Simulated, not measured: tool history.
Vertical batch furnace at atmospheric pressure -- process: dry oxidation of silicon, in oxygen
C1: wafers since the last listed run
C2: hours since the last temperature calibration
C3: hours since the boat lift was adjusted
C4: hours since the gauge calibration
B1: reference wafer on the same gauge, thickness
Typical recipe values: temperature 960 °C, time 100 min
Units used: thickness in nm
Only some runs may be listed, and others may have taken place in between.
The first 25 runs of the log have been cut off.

{"run": 26, "hour": 477.5, "temperature": 970, "time": 144.5, "C1": 136, "C2": 72.5, "C3": 173.4, "C4": 165.9, "B1": 57.42, "thickness": 102.66}
{"run": 27, "hour": 497.5, "temperature": 979, "time": 137.5, "C1": 130, "C2": 92.5, "C3": 193.4, "C4": 185.9, "B1": 57.37, "thickness": 105.82}
{"run": 28, "hour": 512.7, "temperature": 951, "time": 146, "C1": 99, "C2": 107.7, "C3": 208.6, "C4": 201.1, "B1": 57.42, "thickness": 89.78}
{"run": 29, "hour": 526.5, "temperature": 977, "time": 65, "C1": 90, "C2": 121.5, "C3": 222.4, "C4": 214.9, "B1": 57.37, "thickness": 64.26}
{"run": 30, "hour": 548.4, "temperature": 943, "time": 133, "C1": 143, "C2": 143.4, "C3": 244.3, "C4": 236.8, "B1": 57.41, "thickness": 79.5}
{"hour": 580.3, "done": "thermocouples replaced and temperature profile calibrated, repeated, since the last time left the tool worse"}
{"run": 31, "hour": 580.8, "temperature": 980, "time": 114, "C1": 54, "C2": 0.5, "C3": 276.7, "C4": 269.2, "B1": 57.39, "thickness": 90.71}
{"run": 32, "hour": 587.0, "temperature": 960, "time": 100, "C1": 40, "C2": 6.7, "C3": 282.9, "C4": 275.4, "B1": 57.4, "thickness": 71.53}
{"run": 33, "hour": 609.5, "temperature": 949, "time": 132.5, "C1": 147, "C2": 29.2, "C3": 305.4, "C4": 297.9, "B1": 57.43, "thickness": 79.14}
{"run": 34, "hour": 631.2, "temperature": 960, "time": 64, "C1": 141, "C2": 50.9, "C3": 327.1, "C4": 319.6, "B1": 57.4, "thickness": 53.49}
{"run": 35, "hour": 648.3, "temperature": 960, "time": 100, "C1": 111, "C2": 68, "C3": 344.2, "C4": 336.7, "B1": 57.38, "thickness": 71.54}
{"run": 36, "hour": 673.2, "temperature": 960, "time": 100, "C1": 162, "C2": 92.9, "C3": 369.1, "C4": 361.6, "B1": 57.41, "thickness": 71.58}
{"run": 37, "hour": 743.4, "temperature": 942, "time": 124, "C1": 459, "C2": 163.1, "C3": 439.3, "C4": 431.8, "B1": 57.44, "thickness": 71.83}

Alternative continuations, all from the tool just after run 37; predict every row:
{"run": "A", "hour": 749.6, "temperature": 947, "time": 100, "C1": 40, "C2": 169.3, "C3": 445.5, "C4": 438, "B1": "?", "thickness": "?"}
{"run": "B", "hour": 749.6, "temperature": 951, "time": 132.5, "C1": 40, "C2": 169.3, "C3": 445.5, "C4": 438, "B1": "?", "thickness": "?"}
{"run": "C", "hour": 749.6, "temperature": 976, "time": 142, "C1": 40, "C2": 169.3, "C3": 445.5, "C4": 438, "B1": "?", "thickness": "?"}

run=A B1=57.43 thickness=64.88
run=B B1=57.43 thickness=80.74
run=C B1=57.43 thickness=101.72
With no hidden state in the tool, these same runs would have given:
run=A thickness=64.65
run=B thickness=80.47
run=C thickness=101.41

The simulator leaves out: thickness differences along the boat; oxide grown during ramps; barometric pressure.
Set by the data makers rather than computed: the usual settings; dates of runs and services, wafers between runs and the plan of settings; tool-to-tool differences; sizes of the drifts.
